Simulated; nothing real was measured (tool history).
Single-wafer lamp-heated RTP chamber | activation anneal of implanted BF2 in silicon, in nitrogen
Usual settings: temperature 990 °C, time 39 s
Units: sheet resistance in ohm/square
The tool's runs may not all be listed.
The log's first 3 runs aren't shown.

run,hour,temperature,time,wafers since the last listed run,wafers since the last pyrometer calibration,wafers since the reflector plate was cleaned,hours since the gauge calibration,"read-back reference wafer on the same gauge, sheet resistance",sheet resistance
4,67.8,990,39,99,6181,3849,314.8,385.04,386.12
# hour 86.3: gauge calibrated
5,93.4,990,39,387,6568,4236,7.1,381.67,382.6
6,108.3,990,39,225,6793,4461,22,381.36,382.02
7,123.5,990,39,229,7023,4691,37.2,381.61,382.3
8,129.6,990,39,92,7115,4784,43.3,381.61,382.66
9,145.1,990,32,234,7350,5018,58.8,381.44,383.04
10,156.1,990,39,166,7516,5184,69.8,381.45,381.48
# hour 191.2: reflector plate cleaned
11,209.3,990,39,683,8200,274,123,381.86,382.44
12,226.6,990,39,261,8462,536,140.3,382,382.56
# hour 237: pyrometer window cleaned and pyrometer calibrated
13,241.1,969,39,98,62,634,154.8,382.13,391.8
14,250.5,990,29,142,204,776,164.2,382.23,385.28
15,268.5,990,20,272,476,1048,182.2,382.5,385.43
16,276.7,990,20,124,600,1172,190.4,382.54,385.78
17,292.6,998,16,240,841,1413,206.3,382.7,385.91
18,301.5,990,39,134,975,1548,215.2,382.66,382.88
19,318.2,1000,18,252,1228,1800,231.9,382.83,387.17
20,327.6,990,39,142,1370,1942,241.3,383.15,384.04
21,334.4,1008,39,102,1473,2045,248.1,382.91,381.48
22,342.8,1000,27,127,1600,2172,256.5,383.31,384.68
23,359,990,18,245,1845,2417,272.7,383.35,387.55
24,369.8,1012,51,163,2008,2581,283.5,383.5,378.86
25,376,971,53,93,2102,2674,289.7,383.64,390.24
26,382.6,1005,48,99,2202,2774,296.3,383.72,381.9

Run 27 comes next. What will it give?
27,394.9,964,46,186,2388,2960,308.6,?,?

Run 27 gave read-back reference wafer on the same gauge, sheet resistance 384.03, sheet resistance 396.49 ohm/square.
Without the tool's hidden state the same run would have given sheet resistance 394.42 ohm/square.
